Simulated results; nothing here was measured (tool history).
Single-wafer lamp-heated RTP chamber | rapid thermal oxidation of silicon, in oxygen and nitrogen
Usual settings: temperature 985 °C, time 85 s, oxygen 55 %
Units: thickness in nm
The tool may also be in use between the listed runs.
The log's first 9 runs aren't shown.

run   hour  temperature  time  oxygen  wafers since the last listed run  wafers since the last pyrometer calibration  hours since the oxygen flow controller was replaced  hours since the gauge calibration  read-back reference wafer on the same gauge, thickness  thickness
 10  225.4          985    85      55                               189                                          767                                               4191.7                              357.3                                                   5.297      5.142
 11  248.3          985    85      55                               147                                          915                                               4214.6                              380.2                                                   5.278      5.198
 12  278.7          985    85      55                               196                                         1111                                                 4245                              410.6                                                   5.296      5.212
     309.5  -- oxygen flow controller replaced
 13  356.3          985    85      55                               449                                         1561                                                 46.8                              488.2                                                   5.288      5.237
 14  381.5          985    85      78                               162                                         1724                                                   72                              513.4                                                   5.286       5.89
 15  411.6          985    85      78                               194                                         1918                                                102.1                              543.5                                                   5.294       5.89
     421.4  -- gauge calibrated
 16  492.8          985    85      78                               524                                         2443                                                183.3                               71.4                                                   5.284      6.016
 17    510          985    85      55                               111                                         2554                                                200.5                               88.6                                                   5.296      5.315
 18    534          985    85      55                               155                                         2709                                                224.5                              112.6                                                   5.294      5.372
 19  554.9         1009    69      74                               135                                         2845                                                245.4                              133.5                                                   5.307      6.409
 20  568.2          985    85      80                                85                                         2930                                                258.7                              146.8                                                   5.295      6.092
 21  582.1          976    85      55                                89                                         3020                                                272.6                              160.7                                                   5.292      4.984
 22    614          967    85      37                               206                                         3226                                                304.5                              192.6                                                   5.293      4.236
 23  646.9          985    85      55                               212                                         3439                                                337.4                              225.5                                                   5.287      5.469
 24  679.5          967    52      68                               210                                         3650                                                  370                              258.1                                                   5.289      4.184
 25  694.6          985    61      55                                97                                         3747                                                385.1                              273.2                                                   5.293      4.742
     713.5  -- pyrometer window cleaned and pyrometer calibrated
 26  769.8         1008   101      55                               434                                          363                                                460.3                              348.4                                                   5.292      6.614
 27  791.4          985    85      78                               139                                          503                                                481.9                                370                                                   5.288      5.835
 28  806.7         1001    85      66                                98                                          602                                                497.2                              385.3                                                   5.282      6.216
 29  822.2          985    85      55                               100                                          702                                                512.7                              400.8                                                   5.286      5.205
 30  844.1          985    85      55                               141                                          843                                                534.6                              422.7                                                   5.287       5.12
 31  858.3          985    46      55                                91                                          935                                                548.8                              436.9                                                   5.293      3.968
 32  878.7          974   126      72                               131                                         1067                                                569.2                              457.3                                                   5.297      6.191
       931  -- gauge calibrated
 33  973.5          985    85      55                               612                                         1680                                                  664                               42.5                                                   5.284      5.203
 34  993.6          974   126      72                               129                                         1810                                                684.1                               62.6                                                   5.289      6.224

4 ways to go on from here, each from the tool as it stands after run 34. What would each give?
  A   994         1009    85      55                                 2                                         1812                                                684.5                                 63                                                       ?          ?
  B   994         1008    85      55                                 2                                         1812                                                684.5                                 63                                                       ?          ?
  C   994          996   118      55                                 2                                         1812                                                684.5                                 63                                                       ?          ?
  D   994         1002   123      66                                 2                                         1812                                                684.5                                 63                                                       ?          ?

run  read-back reference wafer on the same gauge, thickness  thickness
  A                                                   5.297      6.215
  B                                                   5.297      6.171
  C                                                   5.297      6.547
  D                                                   5.297      7.434
Without the tool's hidden state the same runs would have given:
run  thickness
  A      6.127
  B      6.083
  C      6.452
  D      7.325
